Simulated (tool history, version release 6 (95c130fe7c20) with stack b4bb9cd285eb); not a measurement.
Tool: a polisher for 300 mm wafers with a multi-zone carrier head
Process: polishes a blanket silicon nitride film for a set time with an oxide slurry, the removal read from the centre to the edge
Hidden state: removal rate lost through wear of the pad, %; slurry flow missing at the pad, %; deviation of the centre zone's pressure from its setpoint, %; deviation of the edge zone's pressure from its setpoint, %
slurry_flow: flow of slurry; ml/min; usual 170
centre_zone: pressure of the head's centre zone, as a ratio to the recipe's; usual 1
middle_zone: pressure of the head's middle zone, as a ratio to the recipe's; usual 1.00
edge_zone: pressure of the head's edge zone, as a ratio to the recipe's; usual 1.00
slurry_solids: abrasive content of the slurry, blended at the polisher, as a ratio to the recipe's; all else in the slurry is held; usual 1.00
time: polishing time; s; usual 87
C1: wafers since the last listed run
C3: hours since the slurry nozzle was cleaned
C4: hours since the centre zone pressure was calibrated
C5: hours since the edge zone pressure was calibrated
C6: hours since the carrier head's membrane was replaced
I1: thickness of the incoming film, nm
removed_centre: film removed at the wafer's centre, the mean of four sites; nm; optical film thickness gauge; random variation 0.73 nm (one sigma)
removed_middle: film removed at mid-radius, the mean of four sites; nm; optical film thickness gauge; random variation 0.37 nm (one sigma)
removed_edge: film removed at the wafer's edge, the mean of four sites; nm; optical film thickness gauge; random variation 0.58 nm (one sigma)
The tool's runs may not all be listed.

{"run": 1, "hour": 0.0, "slurry_flow": 170, "centre_zone": 1, "middle_zone": 1.0, "edge_zone": 1.04, "slurry_solids": 1.0, "time": 87, "C1": 0, "wafers polished on this pad": 912, "C3": 78.4, "C4": 832.7, "C5": 895.0, "C6": 937.3, "I1": 389.4, "removed_centre": 56.3, "removed_middle": 52.1, "removed_edge": 51.2}
{"hour": 16.3, "done": "worn pad replaced by a new one"}
{"run": 2, "hour": 21.0, "slurry_flow": 215, "centre_zone": 1, "middle_zone": 1.0, "edge_zone": 1.0, "slurry_solids": 1.15, "time": 87, "C1": 106, "wafers polished on this pad": 29, "C3": 99.4, "C4": 853.7, "C5": 916.0, "C6": 958.3, "I1": 391.4, "removed_centre": 61.2, "removed_middle": 57.1, "removed_edge": 55.7}
{"run": 3, "hour": 34.4, "slurry_flow": 215, "centre_zone": 1, "middle_zone": 1.0, "edge_zone": 1.0, "slurry_solids": 1.15, "time": 87, "C1": 84, "wafers polished on this pad": 113, "C3": 112.8, "C4": 867.1, "C5": 929.4, "C6": 971.7, "I1": 395.2, "removed_centre": 60.8, "removed_middle": 56.7, "removed_edge": 55.8}
{"run": 4, "hour": 58.6, "slurry_flow": 170, "centre_zone": 1, "middle_zone": 1.0, "edge_zone": 1.0, "slurry_solids": 1.0, "time": 87, "C1": 152, "wafers polished on this pad": 265, "C3": 137.0, "C4": 891.3, "C5": 953.6, "C6": 995.9, "I1": 389.6, "removed_centre": 54.7, "removed_middle": 51.2, "removed_edge": 51.2}
{"run": 5, "hour": 71.7, "slurry_flow": 170, "centre_zone": 1, "middle_zone": 1.0, "edge_zone": 1.0, "slurry_solids": 1.0, "time": 87, "C1": 82, "wafers polished on this pad": 348, "C3": 150.1, "C4": 904.4, "C5": 966.7, "C6": 1009.0, "I1": 395.0, "removed_centre": 55.2, "removed_middle": 51.9, "removed_edge": 51.0}
{"run": 6, "hour": 107.4, "slurry_flow": 170, "centre_zone": 1, "middle_zone": 1.0, "edge_zone": 1.0, "slurry_solids": 1.0, "time": 87, "C1": 224, "wafers polished on this pad": 572, "C3": 185.8, "C4": 940.1, "C5": 1002.4, "C6": 1044.7, "I1": 381.3, "removed_centre": 54.7, "removed_middle": 51.8, "removed_edge": 49.8}
{"run": 7, "hour": 123.7, "slurry_flow": 170, "centre_zone": 1, "middle_zone": 1.0, "edge_zone": 1.0, "slurry_solids": 1.0, "time": 87, "C1": 102, "wafers polished on this pad": 674, "C3": 202.1, "C4": 956.4, "C5": 1018.7, "C6": 1061.0, "I1": 383.4, "removed_centre": 55.0, "removed_middle": 51.6, "removed_edge": 50.7}
{"hour": 139.1, "done": "edge zone pressure recalibrated"}
{"run": 8, "hour": 146.0, "slurry_flow": 170, "centre_zone": 1, "middle_zone": 1.0, "edge_zone": 1.0, "slurry_solids": 1.0, "time": 87, "C1": 127, "wafers polished on this pad": 802, "C3": 224.4, "C4": 978.7, "C5": 6.9, "C6": 1083.3, "I1": 390.3, "removed_centre": 55.3, "removed_middle": 51.7, "removed_edge": 50.7}
{"hour": 159.8, "done": "slurry nozzle cleaned"}
{"hour": 173.4, "done": "worn pad replaced by a new one"}
{"run": 9, "hour": 178.7, "slurry_flow": 170, "centre_zone": 1, "middle_zone": 1.0, "edge_zone": 1.0, "slurry_solids": 1.0, "time": 87, "C1": 174, "wafers polished on this pad": 33, "C3": 18.9, "C4": 1011.4, "C5": 39.6, "C6": 1116.0, "I1": 385.0, "removed_centre": 56.1, "removed_middle": 51.7, "removed_edge": 50.6}
{"run": 10, "hour": 206.3, "slurry_flow": 170, "centre_zone": 1, "middle_zone": 1.0, "edge_zone": 1.0, "slurry_solids": 1.0, "time": 87, "C1": 173, "wafers polished on this pad": 206, "C3": 46.5, "C4": 1039.0, "C5": 67.2, "C6": 1143.6, "I1": 387.4, "removed_centre": 54.4, "removed_middle": 51.6, "removed_edge": 50.2}
{"run": 11, "hour": 238.7, "slurry_flow": 170, "centre_zone": 1, "middle_zone": 1.0, "edge_zone": 1.0, "slurry_solids": 1.1, "time": 87, "C1": 203, "wafers polished on this pad": 410, "C3": 78.9, "C4": 1071.4, "C5": 99.6, "C6": 1176.0, "I1": 389.1, "removed_centre": 58.6, "removed_middle": 55.0, "removed_edge": 53.9}
{"run": 12, "hour": 269.1, "slurry_flow": 170, "centre_zone": 1, "middle_zone": 1.0, "edge_zone": 1.0, "slurry_solids": 1.0, "time": 87, "C1": 191, "wafers polished on this pad": 601, "C3": 109.3, "C4": 1101.8, "C5": 130.0, "C6": 1206.4, "I1": 383.9, "removed_centre": 55.8, "removed_middle": 51.7, "removed_edge": 51.3}
{"hour": 284.6, "done": "centre zone pressure recalibrated"}
{"run": 13, "hour": 297.8, "slurry_flow": 145, "centre_zone": 1, "middle_zone": 1.0, "edge_zone": 1.0, "slurry_solids": 1.0, "time": 62, "C1": 167, "wafers polished on this pad": 768, "C3": 138.0, "C4": 13.2, "C5": 158.7, "C6": 1235.1, "I1": 392.9, "removed_centre": 41.1, "removed_middle": 35.5, "removed_edge": 35.7}
{"hour": 313.9, "done": "carrier head's membrane replaced by a new one"}
{"hour": 317.4, "done": "worn pad replaced by a new one"}
{"run": 14, "hour": 331.7, "slurry_flow": 170, "centre_zone": 1, "middle_zone": 1.0, "edge_zone": 1.0, "slurry_solids": 0.7, "time": 87, "C1": 159, "wafers polished on this pad": 89, "C3": 171.9, "C4": 47.1, "C5": 192.6, "C6": 17.8, "I1": 382.9, "removed_centre": 47.5, "removed_middle": 41.8, "removed_edge": 40.7}
{"run": 15, "hour": 366.4, "slurry_flow": 225, "centre_zone": 1, "middle_zone": 0.91, "edge_zone": 0.91, "slurry_solids": 1.0, "time": 76, "C1": 218, "wafers polished on this pad": 307, "C3": 206.6, "C4": 81.8, "C5": 227.3, "C6": 52.5, "I1": 388.8, "removed_centre": 54.1, "removed_middle": 44.0, "removed_edge": 44.5}
{"run": 16, "hour": 378.6, "slurry_flow": 170, "centre_zone": 1, "middle_zone": 1.04, "edge_zone": 0.96, "slurry_solids": 1.0, "time": 87, "C1": 76, "wafers polished on this pad": 384, "C3": 218.8, "C4": 94.0, "C5": 239.5, "C6": 64.7, "I1": 387.5, "removed_centre": 58.8, "removed_middle": 52.8, "removed_edge": 50.4}
{"hour": 385.9, "done": "centre zone pressure recalibrated, repeated, since the last time left the tool worse"}
{"hour": 427.6, "done": "slurry nozzle cleaned"}
{"run": 17, "hour": 436.6, "slurry_flow": 170, "centre_zone": 1, "middle_zone": 1.04, "edge_zone": 1.04, "slurry_solids": 1.0, "time": 87, "C1": 345, "wafers polished on this pad": 730, "C3": 9.0, "C4": 50.7, "C5": 297.5, "C6": 122.7, "I1": 388.5, "removed_centre": 51.9, "removed_middle": 53.4, "removed_edge": 51.1}
{"run": 18, "hour": 452.1, "slurry_flow": 170, "centre_zone": 1, "middle_zone": 1.0, "edge_zone": 1.0, "slurry_solids": 1.0, "time": 87, "C1": 97, "wafers polished on this pad": 827, "C3": 24.5, "C4": 66.2, "C5": 313.0, "C6": 138.2, "I1": 387.5, "removed_centre": 50.6, "removed_middle": 51.3, "removed_edge": 52.2}
{"run": 19, "hour": 469.0, "slurry_flow": 170, "centre_zone": 1, "middle_zone": 1.0, "edge_zone": 1.0, "slurry_solids": 1.0, "time": 87, "C1": 106, "wafers polished on this pad": 933, "C3": 41.4, "C4": 83.1, "C5": 329.9, "C6": 155.1, "I1": 390.5, "removed_centre": 50.3, "removed_middle": 51.3, "removed_edge": 51.7}
{"hour": 474.9, "done": "worn pad replaced by a new one"}
{"run": 20, "hour": 500.4, "slurry_flow": 170, "centre_zone": 1, "middle_zone": 1.0, "edge_zone": 1.04, "slurry_solids": 1.0, "time": 87, "C1": 172, "wafers polished on this pad": 160, "C3": 72.8, "C4": 114.5, "C5": 361.3, "C6": 186.5, "I1": 388.1, "removed_centre": 51.4, "removed_middle": 51.6, "removed_edge": 51.8}

Run 21 comes next. What will it give?
{"run": 21, "hour": 513.6, "slurry_flow": 115, "centre_zone": 1, "middle_zone": 1.11, "edge_zone": 1.0, "slurry_solids": 1.0, "time": 87, "C1": 82, "wafers polished on this pad": 243, "C3": 86.0, "C4": 127.7, "C5": 374.5, "C6": 199.7, "I1": 385.7, "removed_centre": "?", "removed_middle": "?", "removed_edge": "?"}

{"run 21": {"removed_centre": 46.9, "removed_middle": 51.3, "removed_edge": 47.5}}
Without the tool's hidden state the same run would have given removed_centre 46.3 nm, removed_middle 51.3 nm, removed_edge 47.5 nm.
